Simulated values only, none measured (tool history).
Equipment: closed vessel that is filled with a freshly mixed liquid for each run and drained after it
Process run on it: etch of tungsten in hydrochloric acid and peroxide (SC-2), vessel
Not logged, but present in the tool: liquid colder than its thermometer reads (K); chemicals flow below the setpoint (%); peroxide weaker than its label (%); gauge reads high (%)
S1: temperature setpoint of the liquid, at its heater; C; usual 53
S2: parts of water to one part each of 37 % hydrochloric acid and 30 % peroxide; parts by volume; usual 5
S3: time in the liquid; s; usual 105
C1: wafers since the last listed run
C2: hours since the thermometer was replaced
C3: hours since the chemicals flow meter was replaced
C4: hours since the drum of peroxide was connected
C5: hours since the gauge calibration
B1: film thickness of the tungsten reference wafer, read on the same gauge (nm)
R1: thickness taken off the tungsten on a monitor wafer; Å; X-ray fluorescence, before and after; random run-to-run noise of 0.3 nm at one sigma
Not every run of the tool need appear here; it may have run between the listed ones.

Run 1, hour 0: usual settings; C1 0; C2 984.8; C3 1058; C4 784.7; C5 535.8; B1 109.98. Result: R1 368.7 Å.
Run 2, hour 7.9: usual settings but S3 90 s; C1 922; C2 992.7; C3 1065.9; C4 792.6; C5 543.7; B1 109.99. Result: R1 313.2 Å.
Run 3, hour 16: usual settings but S3 90 s; C1 946; C2 1000.8; C3 1074; C4 800.7; C5 551.8; B1 110.02. Result: R1 318.2 Å.
Run 4, hour 26.5: usual settings; C1 1226; C2 1011.3; C3 1084.5; C4 811.2; C5 562.3; B1 109.98. Result: R1 369 Å.
At hour 35.6: gauge calibrated.
Run 5, hour 56.9: usual settings; C1 3550; C2 1041.7; C3 1114.9; C4 841.6; C5 21.3; B1 109.99. Result: R1 369 Å.
Run 6, hour 64: usual settings; C1 829; C2 1048.8; C3 1122; C4 848.7; C5 28.4; B1 110.02. Result: R1 369.3 Å.
Run 7, hour 80.1: usual settings; C1 1880; C2 1064.9; C3 1138.1; C4 864.8; C5 44.5; B1 110.02. Result: R1 367.2 Å.
At hour 88.9: new drum of peroxide connected.
Run 8, hour 92: usual settings; C1 1273; C2 1076.8; C3 1150; C4 3.1; C5 56.4; B1 110.05. Result: R1 367.5 Å.
Run 9, hour 99.6: usual settings; C1 887; C2 1084.4; C3 1157.6; C4 10.7; C5 64; B1 110.01. Result: R1 364 Å.
Run 10, hour 107.5: usual settings but S1 46 C, S2 5.5 parts by volume, S3 140 s; C1 922; C2 1092.3; C3 1165.5; C4 18.6; C5 71.9; B1 110.02. Result: R1 284 Å.
Run 11, hour 145.5: usual settings but S1 44 C; C1 4438; C2 1130.3; C3 1203.5; C4 56.6; C5 109.9; B1 110. Result: R1 200.9 Å.
Run 12, hour 156.3: usual settings; C1 1261; C2 1141.1; C3 1214.3; C4 67.4; C5 120.7; B1 110.02. Result: R1 366.2 Å.
Run 13, hour 163.9: usual settings but S1 56.5 C; C1 887; C2 1148.7; C3 1221.9; C4 75; C5 128.3; B1 110.01. Result: R1 455.5 Å.
Run 14, hour 176.4: usual settings but S2 6.5 parts by volume, S3 160 s; C1 1460; C2 1161.2; C3 1234.4; C4 87.5; C5 140.8; B1 110.01. Result: R1 451.7 Å.
Run 15, hour 193.2: usual settings but S1 49.5 C, S2 4 parts by volume, S3 135 s; C1 1962; C2 1178; C3 1251.2; C4 104.3; C5 157.6; B1 109.95. Result: R1 430.8 Å.
At hour 210.4: chemicals flow meter replaced.
Run 16, hour 210.9: usual settings; C1 1950; C2 1195.7; C3 0.5; C4 122; C5 175.3; B1 110.04. Result: R1 407.3 Å.
Run 17, hour 223.7: usual settings but S1 50 C, S2 4.5 parts by volume, S3 40 s; C1 1495; C2 1208.5; C3 13.3; C4 134.8; C5 188.1; B1 109.99. Result: R1 137 Å.
Run 18, hour 233.9: usual settings but S2 7.5 parts by volume, S3 55 s; C1 1191; C2 1218.7; C3 23.5; C4 145; C5 198.3; B1 109.97. Result: R1 154.8 Å.
Run 19, hour 244.8: usual settings but S2 4 parts by volume; C1 1273; C2 1229.6; C3 34.4; C4 155.9; C5 209.2; B1 110.04. Result: R1 475.3 Å.
Run 20, hour 261.1: usual settings but S2 6.5 parts by volume, S3 155 s; C1 1903; C2 1245.9; C3 50.7; C4 172.2; C5 225.5; B1 109.99. Result: R1 490.6 Å.
Run 21, hour 275.9: usual settings but S1 63 C, S2 4 parts by volume; C1 1728; C2 1260.7; C3 65.5; C4 187; C5 240.3; B1 109.98. Result: R1 890.5 Å.
At hour 280.6: thermometer replaced.
Run 22, hour 293.5: usual settings but S1 57.5 C, S3 45 s; C1 1938; C2 12.9; C3 83.1; C4 204.6; C5 257.9; B1 109.98. Result: R1 233.1 Å.
Run 23, hour 302.5: usual settings but S1 59.5 C; C1 1051; C2 21.9; C3 92.1; C4 213.6; C5 266.9; B1 109.98. Result: R1 617.6 Å.
Run 24, hour 318.6: usual settings but S3 155 s; C1 1880; C2 38; C3 108.2; C4 229.7; C5 283; B1 110.03. Result: R1 595 Å.
Run 25, hour 348.8: usual settings but S3 60 s; C1 3527; C2 68.2; C3 138.4; C4 259.9; C5 313.2; B1 110. Result: R1 228.5 Å.
Run 26, hour 358.7: usual settings but S3 150 s; C1 1156; C2 78.1; C3 148.3; C4 269.8; C5 323.1; B1 110.03. Result: R1 573.2 Å.
Run 27, hour 368.1: usual settings but S2 4.5 parts by volume, S3 75 s; C1 1097; C2 87.5; C3 157.7; C4 279.2; C5 332.5; B1 109.99. Result: R1 309.9 Å.
Run 28, hour 379: usual settings but S3 90 s; C1 1273; C2 98.4; C3 168.6; C4 290.1; C5 343.4; B1 110.03. Result: R1 347 Å.
Run 29, hour 397: usual settings but S1 55.5 C, S2 4 parts by volume; C1 2102; C2 116.4; C3 186.6; C4 308.1; C5 361.4; B1 109.97. Result: R1 550.6 Å.
Run 30, hour 420.6: usual settings; C1 2756; C2 140; C3 210.2; C4 331.7; C5 385; B1 109.99. Result: R1 400 Å.

Results per run with the tool's hidden condition removed, run-to-run variation unchanged:
run     R1
  1  408.3
  2  347.1
  3  352.8
  4  409.6
  5  410.6
  6  411.2
  7  409.4
  8  410.2
  9  406.5
 10  318.2
 11  225.2
 12    411
 13  511.5
 14  511.7
 15  481.4
 16  410.5
 17  138.2
 18  156.4
 19  479.9
 20  496.8
 21    901
 22  236.4
 23  626.7
 24  604.4
 25  232.7
 26    584
 27  315.7
 28  354.1
 29  561.8
 30  409.4
